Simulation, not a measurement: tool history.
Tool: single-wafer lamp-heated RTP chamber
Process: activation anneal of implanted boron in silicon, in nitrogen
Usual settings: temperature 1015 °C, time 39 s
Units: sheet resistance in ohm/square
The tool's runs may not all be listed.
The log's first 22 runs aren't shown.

run     day  temperature  time  read-back reference wafer on the same gauge, sheet resistance  sheet resistance
 23    54.6         1023    60                                                         122.14             99.65
     56.829  -- reflector plate cleaned
 24  59.604         1023    60                                                         122.04            103.67
 25  62.271         1015    49                                                         121.97            110.81
 26  64.254         1015    39                                                         121.98            113.31
 27  65.358         1015    26                                                         121.87            118.54
 28  67.529         1033    19                                                         122.21            110.63
      69.25  -- pyrometer window cleaned and pyrometer calibrated
 29  69.271          998    39                                                         122.06            125.31
 30  71.346         1015    39                                                         122.01            112.02
 31  73.012         1030    51                                                         121.94             99.27
 32  75.567         1034    39                                                          122.1             98.97
 33   78.45         1034    57                                                         122.23             92.86
     79.246  -- reflector plate cleaned
 34  80.767         1015    52                                                         121.69            109.46
 35  83.462         1015    39                                                         121.98            113.27
 36   88.45         1015    32                                                         122.01            111.74
 37  90.312         1034    52                                                         122.01             92.55

Forecast each of these 3 alternatives for the next run:
  A  90.329         1015    47                                                              ?                 ?
  B  90.329         1000    22                                                              ?                 ?
  C  90.329         1023    46                                                              ?                 ?

run  read-back reference wafer on the same gauge, sheet resistance  sheet resistance
  A                                                         122.22            105.16
  B                                                         122.22            125.91
  C                                                         122.22             100.4
Without the tool's hidden state the same runs would have given:
run  sheet resistance
  A             113.8
  B            134.02
  C            108.89

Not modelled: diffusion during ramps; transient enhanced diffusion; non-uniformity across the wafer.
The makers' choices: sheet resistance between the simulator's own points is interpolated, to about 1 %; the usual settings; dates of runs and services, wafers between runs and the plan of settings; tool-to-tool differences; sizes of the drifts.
